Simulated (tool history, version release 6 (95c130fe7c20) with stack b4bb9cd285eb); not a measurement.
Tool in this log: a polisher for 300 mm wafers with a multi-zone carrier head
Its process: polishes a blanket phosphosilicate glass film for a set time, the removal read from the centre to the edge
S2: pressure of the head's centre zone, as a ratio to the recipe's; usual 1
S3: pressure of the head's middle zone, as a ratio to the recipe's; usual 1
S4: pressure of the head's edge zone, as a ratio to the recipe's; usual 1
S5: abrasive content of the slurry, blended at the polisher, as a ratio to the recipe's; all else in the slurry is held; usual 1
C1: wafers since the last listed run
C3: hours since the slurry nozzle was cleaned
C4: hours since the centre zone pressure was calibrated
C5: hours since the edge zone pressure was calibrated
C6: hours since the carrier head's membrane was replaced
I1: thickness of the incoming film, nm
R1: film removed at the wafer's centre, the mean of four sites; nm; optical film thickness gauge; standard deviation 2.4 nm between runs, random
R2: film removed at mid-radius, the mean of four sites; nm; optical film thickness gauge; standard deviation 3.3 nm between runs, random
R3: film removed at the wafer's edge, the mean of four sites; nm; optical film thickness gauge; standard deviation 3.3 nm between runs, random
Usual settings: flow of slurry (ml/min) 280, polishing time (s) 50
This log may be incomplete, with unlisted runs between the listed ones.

Run 1, hour 0: usual settings; C1 0; wafers polished on this pad 586; C3 109.7; C4 198.1; C5 449.7; C6 1048.4; I1 2479.7. Result: R1 317.7 nm, R2 323.3 nm, R3 329.9 nm.
Run 2, hour 15.9: usual settings; C1 138; wafers polished on this pad 724; C3 125.6; C4 214; C5 465.6; C6 1064.3; I1 2506.4. Result: R1 319 nm, R2 326.9 nm, R3 332.4 nm.
Run 3, hour 39.7: usual settings but S2 0.96, polishing time (s) 58; C1 207; wafers polished on this pad 932; C3 149.4; C4 237.8; C5 489.4; C6 1088.1; I1 2493.2. Result: R1 355.7 nm, R2 380.9 nm, R3 381.2 nm.
Run 4, hour 53.9: usual settings but S2 1.09, S3 0.96, S4 1.07; C1 123; wafers polished on this pad 1056; C3 163.6; C4 252; C5 503.6; C6 1102.3; I1 2469.3. Result: R1 348.8 nm, R2 318.6 nm, R3 336.9 nm.
Run 5, hour 66.3: usual settings but S2 1.1; C1 108; wafers polished on this pad 1164; C3 176; C4 264.4; C5 516; C6 1114.7; I1 2466.6. Result: R1 351.6 nm, R2 324.9 nm, R3 328.8 nm.
Run 6, hour 78.4: usual settings but S2 0.96, S3 0.9; C1 105; wafers polished on this pad 1270; C3 188.1; C4 276.5; C5 528.1; C6 1126.8; I1 2465.4. Result: R1 310.3 nm, R2 300.6 nm, R3 329.5 nm.
At hour 93: carrier head's membrane replaced by a new one.
Run 7, hour 104.8: usual settings but S2 0.93; C1 186; wafers polished on this pad 1457; C3 214.5; C4 302.9; C5 554.5; C6 11.8; I1 2430.3. Result: R1 295.9 nm, R2 334.1 nm, R3 329.6 nm.
At hour 113.7: edge zone pressure recalibrated.
Run 8, hour 131.5: usual settings; C1 215; wafers polished on this pad 1672; C3 241.2; C4 329.6; C5 17.8; C6 38.5; I1 2444.5. Result: R1 321 nm, R2 326.3 nm, R3 332 nm.
At hour 157.4: worn pad replaced by a new one.
Run 9, hour 200.8: usual settings but S3 1.05, S4 0.91, polishing time (s) 37; C1 569; wafers polished on this pad 378; C3 310.5; C4 398.9; C5 87.1; C6 107.8; I1 2492. Result: R1 239.5 nm, R2 252.7 nm, R3 234.4 nm.
Run 10, hour 213.6: usual settings; C1 111; wafers polished on this pad 489; C3 323.3; C4 411.7; C5 99.9; C6 120.6; I1 2478.2. Result: R1 320.7 nm, R2 326.3 nm, R3 327.8 nm.
Run 11, hour 247.2: usual settings; C1 293; wafers polished on this pad 783; C3 356.9; C4 445.3; C5 133.5; C6 154.2; I1 2465.5. Result: R1 322 nm, R2 327.9 nm, R3 329.1 nm.
Run 12, hour 265.5: usual settings; C1 159; wafers polished on this pad 942; C3 375.2; C4 463.6; C5 151.8; C6 172.5; I1 2448.7. Result: R1 322.6 nm, R2 324.1 nm, R3 325.7 nm.
At hour 267.3: slurry nozzle cleaned.
Run 13, hour 285.7: usual settings but flow of slurry (ml/min) 370, S4 1.06, S5 0.8, polishing time (s) 68; C1 167; wafers polished on this pad 1110; C3 18.4; C4 483.8; C5 172; C6 192.7; I1 2462.4. Result: R1 411.5 nm, R2 421.9 nm, R3 426.8 nm.
Run 14, hour 299.2: usual settings but polishing time (s) 45; C1 117; wafers polished on this pad 1228; C3 31.9; C4 497.3; C5 185.5; C6 206.2; I1 2461. Result: R1 288.3 nm, R2 299.9 nm, R3 290.7 nm.
Run 15, hour 362.7: usual settings but S2 1.09, S3 0.96, S4 1.07; C1 554; wafers polished on this pad 1782; C3 95.4; C4 560.8; C5 249; C6 269.7; I1 2461.3. Result: R1 348.8 nm, R2 317 nm, R3 341.1 nm.
Run 16, hour 378.6: usual settings but flow of slurry (ml/min) 340, S2 0.92, S3 1.06, S5 1.3; C1 138; wafers polished on this pad 1921; C3 111.3; C4 576.7; C5 264.9; C6 285.6; I1 2456.8. Result: R1 333.3 nm, R2 389.2 nm, R3 367.5 nm.
At hour 393.6: worn pad replaced by a new one.
Run 17, hour 394.1: usual settings but S2 0.92; C1 100; wafers polished on this pad 4; C3 126.8; C4 592.2; C5 280.4; C6 301.1; I1 2462.7. Result: R1 293.7 nm, R2 329.9 nm, R3 325.6 nm.
Run 18, hour 426: usual settings but S4 0.9, S5 1.3; C1 278; wafers polished on this pad 282; C3 158.7; C4 624.1; C5 312.3; C6 333; I1 2476.5. Result: R1 354.1 nm, R2 366.4 nm, R3 342.9 nm.
Run 19, hour 440.2: usual settings but flow of slurry (ml/min) 245, S2 0.94, S3 1.05; C1 123; wafers polished on this pad 406; C3 172.9; C4 638.3; C5 326.5; C6 347.2; I1 2442. Result: R1 299.1 nm, R2 337.5 nm, R3 325.2 nm.
Run 20, hour 466.1: usual settings; C1 226; wafers polished on this pad 632; C3 198.8; C4 664.2; C5 352.4; C6 373.1; I1 2492.1. Result: R1 320.4 nm, R2 329 nm, R3 324.9 nm.
Run 21, hour 520.4: usual settings; C1 473; wafers polished on this pad 1106; C3 253.1; C4 718.5; C5 406.7; C6 427.4; I1 2412.2. Result: R1 321.5 nm, R2 332.3 nm, R3 325.2 nm.

Entry by entry between the runs, the difference in hidden state between the last listed run before and the first listed run after:
Run 6 -> run 7: carrier head's membrane replaced by a new one (hour 93)
  the hidden state is the same at both runs
Run 7 -> run 8: edge zone pressure recalibrated (hour 113.7)
  the hidden state is the same at both runs
Run 8 -> run 9: worn pad replaced by a new one (hour 157.4)
  the hidden state is the same at both runs
Run 12 -> run 13: slurry nozzle cleaned (hour 267.3)
  the hidden state is the same at both runs
Run 16 -> run 17: worn pad replaced by a new one (hour 393.6)
  the hidden state is the same at both runs
